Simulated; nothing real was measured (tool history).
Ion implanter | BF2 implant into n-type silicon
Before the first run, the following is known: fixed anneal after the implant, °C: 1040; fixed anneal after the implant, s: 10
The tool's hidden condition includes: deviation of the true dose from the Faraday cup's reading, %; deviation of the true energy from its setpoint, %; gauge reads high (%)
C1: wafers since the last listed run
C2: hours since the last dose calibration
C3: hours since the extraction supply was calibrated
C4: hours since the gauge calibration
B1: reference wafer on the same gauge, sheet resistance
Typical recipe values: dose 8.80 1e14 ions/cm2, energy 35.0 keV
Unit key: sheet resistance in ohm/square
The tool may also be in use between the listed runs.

{"run": 1, "hour": 0.0, "dose": 10.58, "energy": 35.0, "C1": 0, "C2": 0.5, "C3": 1303.5, "C4": 1561.5, "B1": 166.13, "sheet resistance": 152.26}
{"run": 2, "hour": 60.9, "dose": 8.0, "energy": 35.0, "C1": 1048, "C2": 61.4, "C3": 1364.4, "C4": 1622.4, "B1": 165.98, "sheet resistance": 182.41}
{"run": 3, "hour": 99.4, "dose": 8.8, "energy": 35.0, "C1": 662, "C2": 99.9, "C3": 1402.9, "C4": 1660.9, "B1": 166.02, "sheet resistance": 170.29}
{"run": 4, "hour": 206.6, "dose": 8.8, "energy": 35.0, "C1": 1846, "C2": 207.1, "C3": 1510.1, "C4": 1768.1, "B1": 166.09, "sheet resistance": 169.51}
{"run": 5, "hour": 265.4, "dose": 8.8, "energy": 35.0, "C1": 1012, "C2": 265.9, "C3": 1568.9, "C4": 1826.9, "B1": 166.07, "sheet resistance": 169.54}
{"run": 6, "hour": 305.6, "dose": 8.8, "energy": 35.0, "C1": 692, "C2": 306.1, "C3": 1609.1, "C4": 1867.1, "B1": 166.02, "sheet resistance": 169.5}
{"run": 7, "hour": 368.4, "dose": 8.8, "energy": 35.0, "C1": 1081, "C2": 368.9, "C3": 1671.9, "C4": 1929.9, "B1": 166.05, "sheet resistance": 169.18}
{"run": 8, "hour": 459.5, "dose": 8.8, "energy": 35.0, "C1": 1568, "C2": 460.0, "C3": 1763.0, "C4": 2021.0, "B1": 166.22, "sheet resistance": 168.84}
{"run": 9, "hour": 563.5, "dose": 8.8, "energy": 35.0, "C1": 1790, "C2": 564.0, "C3": 1867.0, "C4": 2125.0, "B1": 166.03, "sheet resistance": 168.08}
{"run": 10, "hour": 604.1, "dose": 8.8, "energy": 35.0, "C1": 699, "C2": 604.6, "C3": 1907.6, "C4": 2165.6, "B1": 166.07, "sheet resistance": 168.18}
{"run": 11, "hour": 644.0, "dose": 8.8, "energy": 35.0, "C1": 687, "C2": 644.5, "C3": 1947.5, "C4": 2205.5, "B1": 166.01, "sheet resistance": 167.99}
{"run": 12, "hour": 693.8, "dose": 8.8, "energy": 35.0, "C1": 857, "C2": 694.3, "C3": 1997.3, "C4": 2255.3, "B1": 166.04, "sheet resistance": 167.94}
{"run": 13, "hour": 739.1, "dose": 8.8, "energy": 35.0, "C1": 780, "C2": 739.6, "C3": 2042.6, "C4": 2300.6, "B1": 166.21, "sheet resistance": 167.42}
{"hour": 848.9, "done": "Faraday cup replaced and dose calibrated"}
{"run": 14, "hour": 1058.5, "dose": 8.8, "energy": 35.0, "C1": 5362, "C2": 209.6, "C3": 2362.0, "C4": 2620.0, "B1": 165.98, "sheet resistance": 170.34}
{"run": 15, "hour": 1148.5, "dose": 8.8, "energy": 39.5, "C1": 1549, "C2": 299.6, "C3": 2452.0, "C4": 2710.0, "B1": 166.03, "sheet resistance": 164.96}
{"run": 16, "hour": 1215.3, "dose": 8.8, "energy": 39.5, "C1": 1150, "C2": 366.4, "C3": 2518.8, "C4": 2776.8, "B1": 165.98, "sheet resistance": 164.55}
{"run": 17, "hour": 1309.1, "dose": 8.8, "energy": 35.0, "C1": 1615, "C2": 460.2, "C3": 2612.6, "C4": 2870.6, "B1": 165.93, "sheet resistance": 168.39}
{"run": 18, "hour": 1412.0, "dose": 8.8, "energy": 35.0, "C1": 1771, "C2": 563.1, "C3": 2715.5, "C4": 2973.5, "B1": 166.0, "sheet resistance": 168.92}
{"run": 19, "hour": 1454.6, "dose": 9.68, "energy": 31.0, "C1": 733, "C2": 605.7, "C3": 2758.1, "C4": 3016.1, "B1": 165.9, "sheet resistance": 165.28}
{"run": 20, "hour": 1560.6, "dose": 8.8, "energy": 35.0, "C1": 1825, "C2": 711.7, "C3": 2864.1, "C4": 3122.1, "B1": 165.94, "sheet resistance": 168.25}
{"hour": 1617.9, "done": "Faraday cup replaced and dose calibrated"}
{"run": 21, "hour": 1621.1, "dose": 11.07, "energy": 26.5, "C1": 904, "C2": 3.2, "C3": 2924.6, "C4": 3182.6, "B1": 165.99, "sheet resistance": 164.76}
{"hour": 1629.4, "done": "extraction supply calibrated"}
{"run": 22, "hour": 1672.9, "dose": 10.43, "energy": 24.0, "C1": 754, "C2": 55.0, "C3": 43.5, "C4": 3234.4, "B1": 166.11, "sheet resistance": 172.62}
{"run": 23, "hour": 1772.7, "dose": 10.1, "energy": 25.0, "C1": 1718, "C2": 154.8, "C3": 143.3, "C4": 3334.2, "B1": 165.97, "sheet resistance": 172.82}
{"run": 24, "hour": 1823.4, "dose": 7.41, "energy": 29.5, "C1": 873, "C2": 205.5, "C3": 194.0, "C4": 3384.9, "B1": 166.16, "sheet resistance": 198.45}
{"run": 25, "hour": 1881.4, "dose": 9.9, "energy": 28.5, "C1": 998, "C2": 263.5, "C3": 252.0, "C4": 3442.9, "B1": 166.15, "sheet resistance": 166.72}
{"run": 26, "hour": 2038.2, "dose": 11.11, "energy": 40.5, "C1": 2700, "C2": 420.3, "C3": 408.8, "C4": 3599.7, "B1": 166.15, "sheet resistance": 139.89}
{"run": 27, "hour": 2185.2, "dose": 10.7, "energy": 47.0, "C1": 2531, "C2": 567.3, "C3": 555.8, "C4": 3746.7, "B1": 165.99, "sheet resistance": 136.93}
{"run": 28, "hour": 2279.3, "dose": 10.35, "energy": 31.0, "C1": 1620, "C2": 661.4, "C3": 649.9, "C4": 3840.8, "B1": 166.05, "sheet resistance": 157.42}
{"hour": 2296.4, "done": "Faraday cup replaced and dose calibrated"}
{"run": 29, "hour": 2373.5, "dose": 8.8, "energy": 35.0, "C1": 1484, "C2": 77.1, "C3": 744.1, "C4": 3935.0, "B1": 166.02, "sheet resistance": 170.48}
{"hour": 2383.6, "done": "gauge calibrated"}
{"run": 30, "hour": 2430.5, "dose": 8.8, "energy": 35.0, "C1": 981, "C2": 134.1, "C3": 801.1, "C4": 46.9, "B1": 165.93, "sheet resistance": 169.92}
{"run": 31, "hour": 2534.8, "dose": 7.68, "energy": 43.5, "C1": 1796, "C2": 238.4, "C3": 905.4, "C4": 151.2, "B1": 165.98, "sheet resistance": 179.45}
{"run": 32, "hour": 2619.4, "dose": 7.73, "energy": 46.5, "C1": 1456, "C2": 323.0, "C3": 990.0, "C4": 235.8, "B1": 165.96, "sheet resistance": 176.04}
{"run": 33, "hour": 2668.1, "dose": 11.3, "energy": 26.0, "C1": 838, "C2": 371.7, "C3": 1038.7, "C4": 284.5, "B1": 166.15, "sheet resistance": 161.83}
{"run": 34, "hour": 2762.5, "dose": 7.51, "energy": 26.5, "C1": 1625, "C2": 466.1, "C3": 1133.1, "C4": 378.9, "B1": 165.96, "sheet resistance": 199.66}
{"run": 35, "hour": 2849.7, "dose": 8.8, "energy": 35.0, "C1": 1501, "C2": 553.3, "C3": 1220.3, "C4": 466.1, "B1": 166.06, "sheet resistance": 168.1}
{"run": 36, "hour": 2952.4, "dose": 6.89, "energy": 38.5, "C1": 1768, "C2": 656.0, "C3": 1323.0, "C4": 568.8, "B1": 165.89, "sheet resistance": 196.68}
{"hour": 3110.0, "done": "Faraday cup replaced and dose calibrated"}
{"run": 37, "hour": 3260.6, "dose": 8.8, "energy": 29.0, "C1": 5169, "C2": 150.6, "C3": 1631.2, "C4": 877.0, "B1": 165.99, "sheet resistance": 179.03}
{"run": 38, "hour": 3338.6, "dose": 7.67, "energy": 35.0, "C1": 1343, "C2": 228.6, "C3": 1709.2, "C4": 955.0, "B1": 166.0, "sheet resistance": 187.76}

Alternative continuations, all from the tool just after run 38; predict every row:
{"run": "A", "hour": 3339.0, "dose": 8.8, "energy": 35.0, "C1": 6, "C2": 229.0, "C3": 1709.6, "C4": 955.4, "B1": "?", "sheet resistance": "?"}
{"run": "B", "hour": 3339.0, "dose": 6.67, "energy": 31.0, "C1": 6, "C2": 229.0, "C3": 1709.6, "C4": 955.4, "B1": "?", "sheet resistance": "?"}
{"run": "C", "hour": 3339.0, "dose": 9.88, "energy": 23.0, "C1": 6, "C2": 229.0, "C3": 1709.6, "C4": 955.4, "B1": "?", "sheet resistance": "?"}

run=A B1=165.92 sheet_resistance=169.99
run=B B1=165.92 sheet_resistance=212.83
run=C B1=165.92 sheet_resistance=180.79
Stripped of hidden state, with their random variation kept, the same runs would have yielded:
run=A sheet_resistance=170.07
run=B sheet_resistance=213.61
run=C sheet_resistance=179.92
